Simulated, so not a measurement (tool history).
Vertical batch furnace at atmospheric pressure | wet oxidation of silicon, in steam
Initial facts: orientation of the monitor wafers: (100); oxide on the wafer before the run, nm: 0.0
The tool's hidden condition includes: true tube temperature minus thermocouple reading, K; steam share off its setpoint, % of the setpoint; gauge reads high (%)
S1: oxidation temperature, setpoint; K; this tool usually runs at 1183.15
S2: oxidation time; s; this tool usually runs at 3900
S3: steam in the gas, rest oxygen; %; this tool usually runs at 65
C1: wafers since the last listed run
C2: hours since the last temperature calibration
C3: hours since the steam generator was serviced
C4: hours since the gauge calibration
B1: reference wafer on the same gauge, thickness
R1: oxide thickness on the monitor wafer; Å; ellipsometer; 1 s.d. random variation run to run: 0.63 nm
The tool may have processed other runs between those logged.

run,hour,S1,S2,S3,C1,C2,C3,C4,B1,R1
1,0,1183.15,4350,65,0,3276.1,2477.1,303.9,134.97,1448.8
2,25.8,1183.15,4350,65,442,3301.9,2502.9,329.7,135.12,1436.4
3,53.9,1200.15,5220,65,482,3330,2531,357.8,135.18,2050.1
4,78,1200.15,5220,65,413,3354.1,2555.1,381.9,135.11,2054.6
5,112,1195.15,3900,65,583,3388.1,2589.1,415.9,134.92,1505.7
6,135.5,1195.15,3900,65,403,3411.6,2612.6,439.4,134.82,1504.2
7,163.1,1195.15,3900,65,473,3439.2,2640.2,467,134.88,1502.6
8,197.1,1183.15,3900,65,583,3473.2,2674.2,501,134.95,1279.9
9,278,1183.15,3900,65,1388,3554.1,2755.1,581.9,135.02,1287.2
10,299,1183.15,3900,65,360,3575.1,2776.1,602.9,135.05,1286.5
11,329.7,1183.15,3900,65,526,3605.8,2806.8,633.6,134.87,1280.5
# hour 337: gauge calibrated
12,360.8,1183.15,3900,65,533,3636.9,2837.9,23.8,134.91,1276.7
13,393.1,1183.15,3480,65,554,3669.2,2870.2,56.1,135.1,1151.4
14,407.9,1183.15,3480,65,254,3684,2885,70.9,134.83,1146.8
15,434.8,1160.15,3900,65,461,3710.9,2911.9,97.8,135.16,906.9
16,466.3,1183.15,3900,65,540,3742.4,2943.4,129.3,135.17,1272.8
# hour 493.2: steam generator serviced
# hour 511.1: thermocouples replaced and temperature profile calibrated
17,511.6,1197.15,5490,72,58,0.5,18.4,174.6,135.08,2422.9
18,519.3,1167.15,3900,70,132,8.2,26.1,182.3,135.26,1191.4
19,553.3,1183.15,4500,65,583,42.2,60.1,216.3,134.81,1590.6
20,574.6,1161.15,5460,70,365,63.5,81.4,237.6,135.02,1473.5
21,600.8,1183.15,2190,65,449,89.7,107.6,263.8,135.03,821.6
22,616.7,1194.15,2460,65,272,105.6,123.5,279.7,134.97,1052.4
23,648.1,1172.15,4830,61,539,137,154.9,311.1,134.96,1369.3
24,660.9,1199.15,4710,55,219,149.8,167.7,323.9,135.05,1726
25,695,1183.15,3900,65,585,183.9,201.8,358,134.84,1401
26,728.8,1183.15,3900,59,580,217.7,235.6,391.8,134.81,1279
27,756.8,1183.15,3900,65,480,245.7,263.6,419.8,135.06,1389.9
28,778.7,1183.15,3900,65,375,267.6,285.5,441.7,135.01,1402.3
29,807.1,1183.15,3900,61,487,296,313.9,470.1,135.04,1312

Consider 3 possible next runs. They are alternatives, not a sequence: every one starts from the tool as it was left by run 29. What does each give?
A,812.4,1183.15,5760,65,90,301.3,319.2,475.4,?,?
B,812.4,1159.15,3330,75,90,301.3,319.2,475.4,?,?
C,812.4,1183.15,4860,69,90,301.3,319.2,475.4,?,?

run,B1,R1
A,135.07,1970.1
B,135.07,964.9
C,135.07,1789.6
The same runs, with their run-to-run variation unchanged, on a tool lacking any hidden condition would have given:
run,R1
A,1976.8
B,968.5
C,1795.7

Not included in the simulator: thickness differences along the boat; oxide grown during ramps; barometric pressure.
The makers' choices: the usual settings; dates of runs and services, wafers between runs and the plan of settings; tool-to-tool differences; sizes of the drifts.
